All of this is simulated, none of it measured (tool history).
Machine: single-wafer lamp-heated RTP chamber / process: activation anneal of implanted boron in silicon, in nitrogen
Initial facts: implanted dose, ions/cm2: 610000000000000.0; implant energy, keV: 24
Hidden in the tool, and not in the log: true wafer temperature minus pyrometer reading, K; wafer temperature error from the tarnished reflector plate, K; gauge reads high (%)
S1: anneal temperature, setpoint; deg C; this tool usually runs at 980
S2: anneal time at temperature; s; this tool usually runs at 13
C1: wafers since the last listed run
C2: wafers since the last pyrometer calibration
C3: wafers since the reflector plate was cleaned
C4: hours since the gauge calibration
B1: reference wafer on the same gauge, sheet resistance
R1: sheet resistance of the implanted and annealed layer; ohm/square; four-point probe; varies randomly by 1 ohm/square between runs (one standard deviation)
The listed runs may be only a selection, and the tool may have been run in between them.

run	day	S1	S2	C1	C2	C3	C4	B1	R1
1	0.000	980	13	0	5758	5168	684.3	167.72	208.73
2	2.142	980	13	619	6377	5788	735.7	167.48	207.07
# day 4.462: pyrometer window cleaned and pyrometer calibrated
3	4.675	989	13	636	60	6424	796.5	167.85	202.57
4	8.083	980	19	985	1046	7410	878.3	168.10	206.28
5	9.825	980	19	503	1550	7914	920.1	168.06	206.77
# day 12.379: reflector plate cleaned
6	13.688	1002	13	1020	2571	378	1012.8	168.42	194.81
# day 13.925: gauge calibrated
7	15.762	1002	13	600	3171	978	44.1	167.73	195.65
8	19.392	968	13	1049	4221	2028	131.2	167.99	222.94
9	21.646	968	13	651	4873	2680	185.3	167.80	224.67
10	25.050	980	13	984	5857	3664	267.0	168.15	211.18
# day 26.392: pyrometer window cleaned and pyrometer calibrated
11	27.754	980	13	685	394	4350	331.9	168.28	210.41
12	38.996	980	13	3251	3645	7602	601.7	167.85	209.97
13	42.638	959	18	1053	4699	8655	689.1	168.33	235.25
# day 43.629: reflector plate cleaned
# day 46.446: pyrometer window cleaned and pyrometer calibrated
14	46.562	968	16	942	34	751	783.3	167.97	222.91
15	49.821	980	7	942	976	1694	861.5	167.78	215.43
16	54.021	980	13	1214	2191	2909	962.3	168.21	209.81

Run 17 is up next; what results do you expect?
17	55.600	1002	8	456	2648	3366	1000.2	?	?

Logged for run 17: B1 168.13, R1 196.36 ohm/square.
On a tool with no hidden condition, and with the same random variation, this run would have come out at R1 196.36 ohm/square.

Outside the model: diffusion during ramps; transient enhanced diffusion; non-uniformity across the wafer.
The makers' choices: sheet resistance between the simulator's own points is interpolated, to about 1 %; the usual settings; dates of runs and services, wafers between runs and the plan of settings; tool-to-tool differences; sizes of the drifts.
